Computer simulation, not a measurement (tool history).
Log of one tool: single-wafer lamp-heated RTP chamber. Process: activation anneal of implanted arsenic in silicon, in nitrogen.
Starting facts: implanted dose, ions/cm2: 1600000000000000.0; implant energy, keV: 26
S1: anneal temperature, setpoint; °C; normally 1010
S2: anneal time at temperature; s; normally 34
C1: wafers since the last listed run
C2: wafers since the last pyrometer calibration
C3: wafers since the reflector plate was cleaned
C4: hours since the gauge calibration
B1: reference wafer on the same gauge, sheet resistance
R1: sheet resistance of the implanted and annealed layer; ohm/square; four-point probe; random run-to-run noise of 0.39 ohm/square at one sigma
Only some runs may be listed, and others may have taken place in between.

run 1 day=0.000 | S1=1028 S2=34 | C1=0 C2=4744 C3=1180 C4=354.5 | B1=110.97 | R1=96.63
run 2 day=1.442 | S1=1028 S2=34 | C1=552 C2=5296 C3=1733 C4=389.1 | B1=111.03 | R1=96.84
run 3 day=2.567 | S1=1032 S2=25 | C1=430 C2=5727 C3=2164 C4=416.1 | B1=111.05 | R1=99.01
run 4 day=3.525 | S1=1032 S2=25 | C1=367 C2=6094 C3=2531 C4=439.1 | B1=110.94 | R1=98.75
-- day=4.525 pyrometer window cleaned and pyrometer calibrated
run 5 day=6.146 | S1=1027 S2=25 | C1=876 C2=620 C3=3407 C4=502.0 | B1=111.09 | R1=101.25
run 6 day=7.100 | S1=1010 S2=34 | C1=365 C2=986 C3=3772 C4=524.9 | B1=111.14 | R1=102.12
run 7 day=7.692 | S1=1010 S2=34 | C1=226 C2=1212 C3=3999 C4=539.1 | B1=111.10 | R1=101.93
run 8 day=8.246 | S1=1010 S2=34 | C1=212 C2=1425 C3=4211 C4=552.4 | B1=111.05 | R1=102.69
run 9 day=11.521 | S1=1010 S2=34 | C1=1254 C2=2679 C3=5466 C4=631.0 | B1=111.01 | R1=102.85
run 10 day=12.646 | S1=1010 S2=34 | C1=430 C2=3110 C3=5897 C4=658.0 | B1=110.95 | R1=101.60
-- day=13.462 reflector plate cleaned
run 11 day=13.771 | S1=1010 S2=34 | C1=303 C2=3413 C3=118 C4=685.0 | B1=110.96 | R1=102.86
run 12 day=15.225 | S1=1010 S2=34 | C1=556 C2=3970 C3=675 C4=719.9 | B1=111.04 | R1=102.71
run 13 day=16.583 | S1=1010 S2=34 | C1=520 C2=4491 C3=1195 C4=752.5 | B1=110.89 | R1=102.10
-- day=17.642 pyrometer window cleaned and pyrometer calibrated
run 14 day=17.662 | S1=1010 S2=34 | C1=285 C2=7 C3=1481 C4=778.4 | B1=111.00 | R1=102.15
run 15 day=18.517 | S1=1010 S2=34 | C1=327 C2=334 C3=1808 C4=798.9 | B1=111.00 | R1=102.52
run 16 day=19.921 | S1=1010 S2=34 | C1=537 C2=872 C3=2346 C4=832.6 | B1=110.99 | R1=102.93
run 17 day=20.746 | S1=1010 S2=34 | C1=316 C2=1188 C3=2662 C4=852.4 | B1=111.00 | R1=102.32
-- day=22.579 gauge calibrated
run 18 day=24.833 | S1=1010 S2=34 | C1=1565 C2=2754 C3=4228 C4=54.1 | B1=111.12 | R1=102.65
run 19 day=26.096 | S1=996 S2=21 | C1=483 C2=3237 C3=4711 C4=84.4 | B1=110.98 | R1=112.02
run 20 day=27.358 | S1=1010 S2=34 | C1=483 C2=3721 C3=5195 C4=114.7 | B1=110.95 | R1=102.26
run 21 day=28.592 | S1=1010 S2=34 | C1=472 C2=4193 C3=5667 C4=144.3 | B1=110.95 | R1=102.48
run 22 day=29.175 | S1=1023 S2=24 | C1=223 C2=4417 C3=5891 C4=158.3 | B1=111.07 | R1=101.98
-- day=30.700 reflector plate cleaned
run 23 day=30.721 | S1=990 S2=34 | C1=464 C2=4881 C3=8 C4=195.4 | B1=110.97 | R1=108.68
run 24 day=31.129 | S1=998 S2=16 | C1=156 C2=5038 C3=164 C4=205.2 | B1=111.00 | R1=113.96
run 25 day=32.446 | S1=1023 S2=41 | C1=504 C2=5542 C3=669 C4=236.8 | B1=110.98 | R1=96.51
-- day=33.700 pyrometer window cleaned and pyrometer calibrated
run 26 day=33.767 | S1=988 S2=39 | C1=378 C2=25 C3=1047 C4=268.5 | B1=111.06 | R1=108.72
run 27 day=35.096 | S1=995 S2=49 | C1=509 C2=534 C3=1556 C4=300.4 | B1=111.04 | R1=103.87
run 28 day=36.112 | S1=1010 S2=34 | C1=389 C2=924 C3=1945 C4=324.8 | B1=110.99 | R1=102.16
run 29 day=37.312 | S1=1024 S2=34 | C1=459 C2=1383 C3=2405 C4=353.6 | B1=111.13 | R1=97.85
run 30 day=37.888 | S1=983 S2=47 | C1=220 C2=1603 C3=2625 C4=367.4 | B1=111.03 | R1=108.91
run 31 day=39.129 | S1=1040 S2=19 | C1=475 C2=2079 C3=3101 C4=397.2 | B1=111.00 | R1=99.84
run 32 day=40.000 | S1=1010 S2=34 | C1=333 C2=2413 C3=3434 C4=418.1 | B1=111.10 | R1=102.41
run 33 day=40.938 | S1=1001 S2=47 | C1=359 C2=2772 C3=3794 C4=440.6 | B1=111.03 | R1=101.40
run 34 day=42.417 | S1=1010 S2=34 | C1=566 C2=3338 C3=4360 C4=476.1 | B1=110.95 | R1=102.08
run 35 day=43.571 | S1=1024 S2=16 | C1=442 C2=3780 C3=4802 C4=503.8 | B1=110.94 | R1=106.75
run 36 day=44.179 | S1=1010 S2=34 | C1=233 C2=4013 C3=5035 C4=518.4 | B1=111.00 | R1=102.14
run 37 day=44.892 | S1=1010 S2=49 | C1=272 C2=4286 C3=5308 C4=535.5 | B1=111.04 | R1=98.39
run 38 day=45.417 | S1=1010 S2=48 | C1=201 C2=4487 C3=5509 C4=548.1 | B1=111.03 | R1=98.12

Hidden condition of the tool, last listed run before each entry between runs versus first listed run after:
Runs 4 to 5: pyrometer window cleaned and pyrometer calibrated (day 4.525)
  no difference in the tool's unlogged condition between these two runs
Runs 10 to 11: reflector plate cleaned (day 13.462)
  no difference in the tool's unlogged condition between these two runs
Runs 13 to 14: pyrometer window cleaned and pyrometer calibrated (day 17.642)
  no difference in the tool's unlogged condition between these two runs
Runs 17 to 18: gauge calibrated (day 22.579)
  no difference in the tool's unlogged condition between these two runs
Runs 22 to 23: reflector plate cleaned (day 30.700)
  no difference in the tool's unlogged condition between these two runs
Runs 25 to 26: pyrometer window cleaned and pyrometer calibrated (day 33.700)
  no difference in the tool's unlogged condition between these two runs
